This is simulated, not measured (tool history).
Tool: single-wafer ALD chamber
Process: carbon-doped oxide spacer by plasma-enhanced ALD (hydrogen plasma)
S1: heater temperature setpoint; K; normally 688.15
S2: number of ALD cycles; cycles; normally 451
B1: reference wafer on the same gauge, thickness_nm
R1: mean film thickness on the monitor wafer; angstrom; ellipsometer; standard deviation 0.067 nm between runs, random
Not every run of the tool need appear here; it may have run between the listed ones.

| run | hour | S1 | S2 | B1 | R1 |
|---|---|---|---|---|---|
| 1 | 0.0 | 688.15 | 451 | 17.806 | 199.95 |
| 2 | 67.7 | 688.15 | 451 | 17.797 | 199.15 |
| 3 | 136.0 | 688.15 | 451 | 17.791 | 200.50 |
| 4 | 193.4 | 681.15 | 451 | 17.789 | 203.76 |
| 5 | 224.6 | 688.15 | 451 | 17.800 | 200.65 |
| 6 | 272.8 | 688.15 | 451 | 17.800 | 200.05 |
| 7 | 336.6 | 688.15 | 451 | 17.809 | 199.43 |
| 8 | 380.6 | 688.15 | 451 | 17.793 | 198.64 |
| 9 | 417.3 | 688.15 | 504 | 17.789 | 223.08 |
| 10 | 451.8 | 688.15 | 504 | 17.788 | 223.19 |
| 11 | 510.1 | 688.15 | 504 | 17.807 | 224.34 |
| 12 | 551.9 | 683.15 | 451 | 17.804 | 201.43 |
| 13 | 577.3 | 683.15 | 451 | 17.807 | 201.03 |
| 14 | 624.3 | 683.15 | 451 | 17.812 | 201.13 |
| 15 | 650.3 | 688.15 | 451 | 17.792 | 197.99 |
| 16 | 701.0 | 688.15 | 451 | 17.786 | 198.28 |
| 17 | 729.6 | 688.15 | 451 | 17.795 | 197.27 |
| 18 | 790.2 | 688.15 | 451 | 17.794 | 197.93 |
| 19 | 857.7 | 688.15 | 451 | 17.806 | 197.29 |
| 20 | 909.1 | 688.15 | 451 | 17.806 | 197.47 |
| 21 | 939.2 | 703.15 | 404 | 17.775 | 170.18 |
| 22 | 984.3 | 688.15 | 523 | 17.795 | 227.95 |
|  | 989.3 | gauge calibrated |
|  | 1007.5 | thermocouple changed; heater temperature recalibrated |
| 23 | 1013.4 | 688.15 | 451 | 17.811 | 196.06 |
| 24 | 1063.8 | 683.15 | 451 | 17.804 | 197.77 |
| 25 | 1099.8 | 688.15 | 451 | 17.802 | 195.75 |
| 26 | 1135.0 | 700.15 | 408 | 17.800 | 171.41 |
| 27 | 1203.5 | 688.15 | 451 | 17.813 | 195.19 |
|  | 1252.7 | thermocouple changed; heater temperature recalibrated, repeated, since the last time left the tool worse |
| 28 | 1264.5 | 683.15 | 489 | 17.780 | 219.14 |
| 29 | 1306.6 | 683.15 | 516 | 17.790 | 231.13 |
| 30 | 1343.6 | 688.15 | 451 | 17.818 | 199.31 |
| 31 | 1383.1 | 683.15 | 516 | 17.793 | 231.07 |
| 32 | 1427.9 | 688.15 | 451 | 17.807 | 198.52 |

Run 33, settings as shown, results not yet in. Your forecast:
| 33 | 1459.2 | 680.15 | 451 | ? | ? |

B1: 17.814
R1: 204.53 angstrom
Minus the tool's unlogged condition, the same run would have read R1 205.09 angstrom.
